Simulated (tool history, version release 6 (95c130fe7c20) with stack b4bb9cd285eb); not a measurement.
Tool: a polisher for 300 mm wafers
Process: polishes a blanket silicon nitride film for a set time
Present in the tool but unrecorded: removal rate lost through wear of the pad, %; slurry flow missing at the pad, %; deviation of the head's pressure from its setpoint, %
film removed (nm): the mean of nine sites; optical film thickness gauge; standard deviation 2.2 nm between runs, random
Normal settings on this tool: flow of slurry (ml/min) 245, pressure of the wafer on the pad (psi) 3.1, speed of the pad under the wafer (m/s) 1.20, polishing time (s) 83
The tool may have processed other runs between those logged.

run	day	flow of slurry (ml/min)	pressure of the wafer on the pad (psi)	speed of the pad under the wafer (m/s)	polishing time (s)	wafers since the last listed run	wafers polished on this pad	hours since the slurry nozzle was cleaned	hours since the head pressure was calibrated	incoming thickness of the incoming film, nm	film removed (nm)
1	0.000	245	3.1	1.20	70	0	2811	478.5	502.7	606.8	129.4
# day 0.879: slurry nozzle cleaned
# day 1.267: worn pad replaced by a new one
2	4.142	245	3.1	1.20	70	866	633	78.3	602.1	609.0	136.1
3	7.100	245	3.1	1.20	83	651	1285	149.3	673.1	618.3	159.7
4	8.692	245	3.1	1.20	83	350	1636	187.5	711.3	609.0	158.5
5	12.058	245	3.1	1.20	83	741	2378	268.3	792.1	617.1	157.5
# day 15.350: worn pad replaced by a new one
6	16.458	245	3.1	1.20	83	932	244	373.9	897.7	620.6	149.3
7	19.308	245	3.1	1.20	83	628	872	442.3	966.1	623.5	146.2
8	21.271	245	3.1	1.40	90	432	1304	489.4	1013.2	626.7	171.1
# day 22.162: slurry nozzle cleaned
9	22.796	245	2.5	1.20	83	326	1631	15.2	1049.8	621.0	112.0
10	24.717	245	2.5	1.20	83	423	2054	61.3	1095.9	624.4	114.6
11	26.338	245	2.5	1.20	83	357	2412	100.2	1134.8	611.6	112.0
12	28.008	225	3.1	1.20	83	368	2780	140.3	1174.9	630.5	137.7
# day 29.354: worn pad replaced by a new one, repeated, since the last time left the tool worse
13	31.817	225	3.1	1.20	83	802	542	231.7	1266.3	611.7	162.2
# day 32.796: head pressure recalibrated
14	35.600	225	3.1	1.20	83	815	1357	322.5	67.3	627.5	153.6
15	40.917	245	2.6	1.20	70	1171	2529	450.1	194.9	612.6	109.4
16	42.850	245	3.1	1.20	83	426	2955	496.5	241.3	618.1	154.2
# day 43.046: slurry nozzle cleaned
# day 43.062: worn pad replaced by a new one
17	46.117	300	3.1	1.20	58	707	673	73.7	319.7	614.7	110.3
18	50.042	245	2.4	1.20	60	864	1538	167.9	413.9	622.2	86.5
19	53.996	300	3.1	1.20	58	871	2409	262.8	508.8	621.9	109.0
20	57.738	245	2.4	1.20	83	824	3234	352.6	598.6	628.4	114.7
# day 58.158: worn pad replaced by a new one
# day 60.142: slurry nozzle cleaned
21	61.300	245	3.1	1.36	83	739	683	27.8	684.1	612.9	175.5
22	64.217	245	4.1	0.82	103	642	1326	97.8	754.1	615.9	214.3
23	66.388	170	3.6	0.94	56	478	1804	149.9	806.2	628.3	106.2
24	69.038	245	3.1	1.10	56	583	2388	213.5	869.8	628.7	100.4
25	71.325	245	3.1	1.20	83	504	2892	268.4	924.7	606.6	155.2
# day 74.438: worn pad replaced by a new one
26	74.729	245	3.1	1.20	72	713	64	350.1	1006.4	613.8	140.7
27	77.504	205	2.1	0.98	96	611	675	416.7	1073.0	612.2	110.2
# day 78.850: slurry nozzle cleaned
28	79.396	270	3.7	0.90	73	407	1083	13.1	1118.4	623.8	145.9

Consider 5 possible next runs. They are alternatives, not a sequence: every one starts from the tool as it was left by run 28. What does each give?
A	79.412	245	2.1	1.20	83	3	1087	13.5	1118.8	622.7	?
B	79.412	245	2.7	1.20	83	3	1087	13.5	1118.8	622.7	?
C	79.412	245	4.0	1.20	83	3	1087	13.5	1118.8	622.7	?
D	79.412	310	3.1	1.06	83	3	1087	13.5	1118.8	622.7	?
E	79.412	310	3.1	1.20	83	3	1087	13.5	1118.8	622.7	?

run	film removed (nm)
A	107.1
B	137.7
C	204.0
D	150.9
E	161.3
Had the tool no hidden state, the same runs would have come out as:
run	film removed (nm)
A	110.6
B	142.2
C	210.6
D	155.8
E	166.5

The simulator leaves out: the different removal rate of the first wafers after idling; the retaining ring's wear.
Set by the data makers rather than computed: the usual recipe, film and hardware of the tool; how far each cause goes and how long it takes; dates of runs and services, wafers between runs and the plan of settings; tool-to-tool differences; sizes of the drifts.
